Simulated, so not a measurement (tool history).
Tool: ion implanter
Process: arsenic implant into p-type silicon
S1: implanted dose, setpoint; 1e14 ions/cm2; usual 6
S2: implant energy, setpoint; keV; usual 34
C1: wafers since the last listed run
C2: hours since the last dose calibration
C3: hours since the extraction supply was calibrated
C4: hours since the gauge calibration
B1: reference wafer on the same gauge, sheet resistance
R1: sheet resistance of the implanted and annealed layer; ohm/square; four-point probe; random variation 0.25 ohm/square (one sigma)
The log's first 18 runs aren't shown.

| run | day | S1 | S2 | C1 | C2 | C3 | C4 | B1 | R1 |
|---|---|---|---|---|---|---|---|---|---|
| 19 | 64.725 | 4.64 | 25 | 1666 | 989.7 | 389.2 | 265.1 | 157.96 | 212.21 |
| 20 | 66.933 | 6 | 44.5 | 925 | 1042.7 | 442.2 | 318.1 | 158.03 | 159.8 |
| 21 | 70.529 | 6.9 | 34 | 1507 | 1129 | 528.5 | 404.4 | 157.96 | 150.23 |
| 22 | 73.508 | 7.17 | 40.5 | 1248 | 1200.5 | 600 | 475.9 | 158.02 | 141.81 |
| 23 | 77.546 | 6 | 34 | 1692 | 1297.4 | 696.9 | 572.8 | 158 | 166.05 |
|  | 80.025 | Faraday cup replaced and dose calibrated |
| 24 | 80.604 | 6 | 34 | 1142 | 13.9 | 770.3 | 646.2 | 157.96 | 169.43 |
| 25 | 84.6 | 4.51 | 34 | 1674 | 109.8 | 866.2 | 742.1 | 158.1 | 209.22 |
| 26 | 87.375 | 7.36 | 30 | 1163 | 176.4 | 932.8 | 808.7 | 157.92 | 148.19 |
| 27 | 90.733 | 4.74 | 34 | 1407 | 257 | 1013.4 | 889.3 | 157.99 | 200.75 |
| 28 | 93.512 | 7.45 | 29.5 | 1164 | 323.7 | 1080.1 | 956 | 158 | 146.34 |
| 29 | 97.333 | 6 | 45 | 1601 | 415.4 | 1171.8 | 1047.7 | 158.1 | 160.6 |
| 30 | 98.975 | 4.96 | 43.5 | 688 | 454.8 | 1211.2 | 1087.1 | 157.97 | 186.51 |
| 31 | 102.062 | 7.53 | 45.5 | 1294 | 528.9 | 1285.3 | 1161.2 | 158.06 | 134.82 |
| 32 | 105.604 | 7.45 | 29.5 | 1484 | 613.9 | 1370.3 | 1246.2 | 158.03 | 146.54 |
| 33 | 110.079 | 6 | 34 | 1875 | 721.3 | 1477.7 | 1353.6 | 157.98 | 166.87 |
| 34 | 111.875 | 6 | 39.5 | 752 | 764.4 | 1520.8 | 1396.7 | 158.06 | 163.42 |
| 35 | 114.612 | 5.08 | 34 | 1147 | 830.1 | 1586.5 | 1462.4 | 158.04 | 189.29 |
| 36 | 116.562 | 4.55 | 34 | 817 | 876.9 | 1633.3 | 1509.2 | 158.01 | 205.56 |
| 37 | 119.362 | 6 | 34 | 1173 | 944.1 | 1700.5 | 1576.4 | 157.99 | 166.75 |

3 ways to go on from here, each from the tool as it stands after run 37. What would each give?
| A | 119.379 | 6 | 34 | 6 | 944.5 | 1700.9 | 1576.8 | ? | ? |
| B | 119.379 | 5.53 | 34 | 6 | 944.5 | 1700.9 | 1576.8 | ? | ? |
| C | 119.379 | 4.45 | 26 | 6 | 944.5 | 1700.9 | 1576.8 | ? | ? |

| run | B1 | R1 |
|---|---|---|
| A | 158.03 | 166.89 |
| B | 158.03 | 177.45 |
| C | 158.03 | 217.82 |
Without the tool's hidden state the same runs would have given:
| run | R1 |
|---|---|
| A | 169.21 |
| B | 179.94 |
| C | 220.85 |

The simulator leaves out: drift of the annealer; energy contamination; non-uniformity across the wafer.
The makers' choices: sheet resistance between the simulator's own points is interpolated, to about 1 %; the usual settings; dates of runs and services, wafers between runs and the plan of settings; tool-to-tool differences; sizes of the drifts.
